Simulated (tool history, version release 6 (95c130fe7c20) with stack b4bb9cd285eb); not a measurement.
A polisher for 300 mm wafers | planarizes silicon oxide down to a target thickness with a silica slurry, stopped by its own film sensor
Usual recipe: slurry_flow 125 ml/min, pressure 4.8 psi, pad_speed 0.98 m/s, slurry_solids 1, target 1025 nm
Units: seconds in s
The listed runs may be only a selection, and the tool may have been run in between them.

| run | hour | slurry_flow | pressure | pad_speed | slurry_solids | target | wafers since the last listed run | wafers polished on this pad | hours since the slurry nozzle was cleaned | hours since the head pressure was calibrated | hours since the slurry blender was calibrated | hours since the conditioning disc was replaced | incoming thickness of the incoming film, nm | seconds |
|---|---|---|---|---|---|---|---|---|---|---|---|---|---|---|
| 1 | 0 | 125 | 4.8 | 0.98 | 1 | 1025 | 0 | 286 | 293.2 | 863.8 | 179.4 | 109.3 | 1303.8 | 98.2 |
| 2 | 14.1 | 125 | 4.8 | 0.98 | 1 | 1025 | 125 | 411 | 307.3 | 877.9 | 193.5 | 123.4 | 1290.5 | 97.4 |
| 3 | 28 | 125 | 4.8 | 0.98 | 1 | 1025 | 123 | 535 | 321.2 | 891.8 | 207.4 | 137.3 | 1300.4 | 100.2 |
| 4 | 38.8 | 125 | 4.8 | 1.16 | 1 | 1025 | 95 | 631 | 332 | 902.6 | 218.2 | 148.1 | 1293.2 | 87.7 |
| 5 | 48.3 | 125 | 4.8 | 0.98 | 1 | 1025 | 84 | 715 | 341.5 | 912.1 | 227.7 | 157.6 | 1303 | 103.3 |
| 6 | 64 | 125 | 4.8 | 0.98 | 1 | 1025 | 139 | 855 | 357.2 | 927.8 | 243.4 | 173.3 | 1281 | 95.5 |
|  | 70.1 | worn pad replaced by a new one |
| 7 | 77.2 | 125 | 4.8 | 0.98 | 1 | 988 | 81 | 62 | 370.4 | 941 | 256.6 | 186.5 | 1268.2 | 102.7 |
| 8 | 95.1 | 125 | 4.8 | 0.98 | 1 | 988 | 159 | 221 | 388.3 | 958.9 | 274.5 | 204.4 | 1259.7 | 104.1 |
| 9 | 104 | 125 | 4.8 | 0.98 | 1 | 988 | 79 | 301 | 397.2 | 967.8 | 283.4 | 213.3 | 1278.6 | 109.2 |
|  | 115.3 | slurry nozzle cleaned |
| 10 | 119.9 | 125 | 4.8 | 0.98 | 1 | 1025 | 132 | 433 | 4.6 | 983.7 | 299.3 | 229.2 | 1277.6 | 94.4 |
| 11 | 128.2 | 125 | 4.8 | 0.98 | 1 | 1025 | 73 | 507 | 12.9 | 992 | 307.6 | 237.5 | 1278.1 | 92.8 |
| 12 | 143.3 | 125 | 4.2 | 0.98 | 1 | 1025 | 134 | 641 | 28 | 1007.1 | 322.7 | 252.6 | 1270.7 | 105.6 |
| 13 | 149.8 | 125 | 4.8 | 0.98 | 1.15 | 1025 | 57 | 699 | 34.5 | 1013.6 | 329.2 | 259.1 | 1276.9 | 88 |
| 14 | 165.8 | 125 | 5.8 | 0.98 | 1 | 1025 | 142 | 841 | 50.5 | 1029.6 | 345.2 | 275.1 | 1257.2 | 74.6 |
|  | 170.8 | worn pad replaced by a new one |
| 15 | 179.7 | 85 | 4.8 | 0.98 | 1.1 | 1025 | 87 | 79 | 64.4 | 1043.5 | 359.1 | 289 | 1272 | 102.2 |
|  | 184.3 | slurry blender recalibrated |
| 16 | 212.3 | 125 | 4.8 | 0.98 | 1 | 1025 | 271 | 351 | 97 | 1076.1 | 28 | 321.6 | 1286.7 | 102.7 |
|  | 222.6 | head pressure recalibrated |
| 17 | 223.1 | 145 | 6.2 | 1.26 | 1 | 1025 | 78 | 429 | 107.8 | 0.5 | 38.8 | 332.4 | 1275.5 | 59.2 |
| 18 | 258.6 | 145 | 4.8 | 1.24 | 1 | 1025 | 315 | 744 | 143.3 | 36 | 74.3 | 367.9 | 1255.6 | 67.5 |
| 19 | 275.1 | 150 | 4.8 | 0.7 | 1.3 | 1025 | 146 | 891 | 159.8 | 52.5 | 90.8 | 384.4 | 1280.7 | 90.4 |
| 20 | 285.1 | 125 | 4.8 | 1.28 | 1.1 | 958 | 88 | 980 | 169.8 | 62.5 | 100.8 | 394.4 | 1274.2 | 91.1 |
|  | 289.1 | worn pad replaced by a new one |
| 21 | 300.8 | 125 | 4.8 | 0.98 | 1.1 | 1025 | 104 | 104 | 185.5 | 78.2 | 116.5 | 410.1 | 1269.8 | 80.4 |
|  | 310.1 | conditioning disc replaced and pad reconditioned |
| 22 | 350.5 | 105 | 4.8 | 0.98 | 1 | 1025 | 423 | 528 | 235.2 | 127.9 | 166.2 | 40.4 | 1287.9 | 85.6 |
| 23 | 368.4 | 150 | 4.8 | 0.68 | 0.9 | 971 | 159 | 687 | 253.1 | 145.8 | 184.1 | 58.3 | 1290.4 | 125 |
| 24 | 374.5 | 125 | 4.8 | 0.98 | 1 | 964 | 54 | 741 | 259.2 | 151.9 | 190.2 | 64.4 | 1292.1 | 104.8 |
| 25 | 389.9 | 125 | 4.8 | 0.98 | 1 | 1025 | 136 | 878 | 274.6 | 167.3 | 205.6 | 79.8 | 1275.4 | 79.5 |
|  | 402.4 | worn pad replaced by a new one |
| 26 | 402.9 | 125 | 4 | 0.98 | 1.3 | 1025 | 79 | 4 | 287.6 | 180.3 | 218.6 | 92.8 | 1297.9 | 92.8 |

3 ways to go on from here, each from the tool as it stands after run 26. What would each give?
| A | 403.3 | 125 | 4.8 | 0.98 | 1 | 1025 | 3 | 7 | 288 | 180.7 | 219 | 93.2 | 1284.3 | ? |
| B | 403.3 | 100 | 3.8 | 0.68 | 1 | 1025 | 3 | 7 | 288 | 180.7 | 219 | 93.2 | 1284.3 | ? |
| C | 403.3 | 125 | 5.6 | 0.78 | 1.1 | 998 | 3 | 7 | 288 | 180.7 | 219 | 93.2 | 1284.3 | ? |

| run | seconds |
|---|---|
| A | 83.7 |
| B | 133.4 |
| C | 86.2 |
Had the tool no hidden state, the same runs would have come out as:
| run | seconds |
|---|---|
| A | 77.3 |
| B | 126.6 |
| C | 79.6 |
